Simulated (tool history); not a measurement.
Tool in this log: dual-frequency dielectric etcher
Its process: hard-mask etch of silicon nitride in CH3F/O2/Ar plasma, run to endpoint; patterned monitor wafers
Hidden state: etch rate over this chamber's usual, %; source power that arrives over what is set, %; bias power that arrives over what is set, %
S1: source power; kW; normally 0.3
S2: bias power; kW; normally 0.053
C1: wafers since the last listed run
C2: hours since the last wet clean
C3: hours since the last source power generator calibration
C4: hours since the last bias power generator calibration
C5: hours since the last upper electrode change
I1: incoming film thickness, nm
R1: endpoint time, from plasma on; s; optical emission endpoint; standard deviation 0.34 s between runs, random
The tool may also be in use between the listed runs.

{"run": 1, "hour": 0.0, "S1": 0.27, "S2": 0.045, "C1": 0, "C2": 621.4, "C3": 4160.2, "C4": 1210.5, "C5": 3523.5, "I1": 48.95, "R1": 91.9}
{"run": 2, "hour": 43.9, "S1": 0.3, "S2": 0.053, "C1": 431, "C2": 665.3, "C3": 4204.1, "C4": 1254.4, "C5": 3567.4, "I1": 49.27, "R1": 86.4}
{"hour": 83.7, "done": "wet clean of the chamber"}
{"run": 3, "hour": 84.2, "S1": 0.3, "S2": 0.053, "C1": 160, "C2": 0.5, "C3": 4244.4, "C4": 1294.7, "C5": 3607.7, "I1": 48.89, "R1": 79.9}
{"run": 4, "hour": 124.7, "S1": 0.3, "S2": 0.053, "C1": 398, "C2": 41, "C3": 4284.9, "C4": 1335.2, "C5": 3648.2, "I1": 49.36, "R1": 81.4}
{"run": 5, "hour": 165.5, "S1": 0.3, "S2": 0.05, "C1": 401, "C2": 81.8, "C3": 4325.7, "C4": 1376, "C5": 3689, "I1": 49.02, "R1": 82.4}
{"run": 6, "hour": 237.2, "S1": 0.3, "S2": 0.05, "C1": 705, "C2": 153.5, "C3": 4397.4, "C4": 1447.7, "C5": 3760.7, "I1": 49.39, "R1": 83.9}
{"run": 7, "hour": 305.7, "S1": 0.3, "S2": 0.05, "C1": 673, "C2": 222, "C3": 4465.9, "C4": 1516.2, "C5": 3829.2, "I1": 48.85, "R1": 83}
{"hour": 343.1, "done": "upper electrode replaced"}
{"run": 8, "hour": 343.9, "S1": 0.3, "S2": 0.053, "C1": 139, "C2": 260.2, "C3": 4504.1, "C4": 1554.4, "C5": 0.8, "I1": 48.66, "R1": 81.4}
{"run": 9, "hour": 401.7, "S1": 0.3, "S2": 0.053, "C1": 568, "C2": 318, "C3": 4561.9, "C4": 1612.2, "C5": 58.6, "I1": 49.16, "R1": 82.8}
{"run": 10, "hour": 464.9, "S1": 0.3, "S2": 0.053, "C1": 621, "C2": 381.2, "C3": 4625.1, "C4": 1675.4, "C5": 121.8, "I1": 48.9, "R1": 82.2}
{"run": 11, "hour": 532.4, "S1": 0.36, "S2": 0.053, "C1": 663, "C2": 448.7, "C3": 4692.6, "C4": 1742.9, "C5": 189.3, "I1": 48.8, "R1": 79}
{"hour": 553.7, "done": "bias power generator calibrated"}
{"run": 12, "hour": 575.3, "S1": 0.32, "S2": 0.046, "C1": 382, "C2": 491.6, "C3": 4735.5, "C4": 21.6, "C5": 232.2, "I1": 48.96, "R1": 86.3}
{"hour": 625.9, "done": "source power generator calibrated"}
{"run": 13, "hour": 636.0, "S1": 0.35, "S2": 0.066, "C1": 557, "C2": 552.3, "C3": 10.1, "C4": 82.3, "C5": 292.9, "I1": 48.97, "R1": 74.8}
{"hour": 667.9, "done": "wet clean of the chamber"}
{"run": 14, "hour": 705.4, "S1": 0.33, "S2": 0.053, "C1": 446, "C2": 37.5, "C3": 79.5, "C4": 151.7, "C5": 362.3, "I1": 48.63, "R1": 77.4}
{"run": 15, "hour": 768.2, "S1": 0.36, "S2": 0.06, "C1": 617, "C2": 100.3, "C3": 142.3, "C4": 214.5, "C5": 425.1, "I1": 49.19, "R1": 73.9}
{"run": 16, "hour": 836.2, "S1": 0.38, "S2": 0.041, "C1": 668, "C2": 168.3, "C3": 210.3, "C4": 282.5, "C5": 493.1, "I1": 48.85, "R1": 83.4}
{"run": 17, "hour": 907.9, "S1": 0.3, "S2": 0.053, "C1": 705, "C2": 240, "C3": 282, "C4": 354.2, "C5": 564.8, "I1": 49.35, "R1": 82.3}
{"run": 18, "hour": 943.9, "S1": 0.25, "S2": 0.066, "C1": 354, "C2": 276, "C3": 318, "C4": 390.2, "C5": 600.8, "I1": 49.36, "R1": 79.1}

Forecast each of these 5 alternatives for the next run:
{"run": "A", "hour": 944.3, "S1": 0.3, "S2": 0.053, "C1": 3, "C2": 276.4, "C3": 318.4, "C4": 390.6, "C5": 601.2, "I1": 48.79, "R1": "?"}
{"run": "B", "hour": 944.3, "S1": 0.26, "S2": 0.053, "C1": 3, "C2": 276.4, "C3": 318.4, "C4": 390.6, "C5": 601.2, "I1": 48.79, "R1": "?"}
{"run": "C", "hour": 944.3, "S1": 0.23, "S2": 0.059, "C1": 3, "C2": 276.4, "C3": 318.4, "C4": 390.6, "C5": 601.2, "I1": 48.79, "R1": "?"}
{"run": "D", "hour": 944.3, "S1": 0.37, "S2": 0.053, "C1": 3, "C2": 276.4, "C3": 318.4, "C4": 390.6, "C5": 601.2, "I1": 48.79, "R1": "?"}
{"run": "E", "hour": 944.3, "S1": 0.35, "S2": 0.062, "C1": 3, "C2": 276.4, "C3": 318.4, "C4": 390.6, "C5": 601.2, "I1": 48.79, "R1": "?"}

run=A R1=81.9
run=B R1=84.5
run=C R1=83.4
run=D R1=77.9
run=E R1=74.7
Without the tool's unlogged condition, the same runs would have read:
run=A R1=80.7
run=B R1=83.3
run=C R1=82.2
run=D R1=76.8
run=E R1=73.6
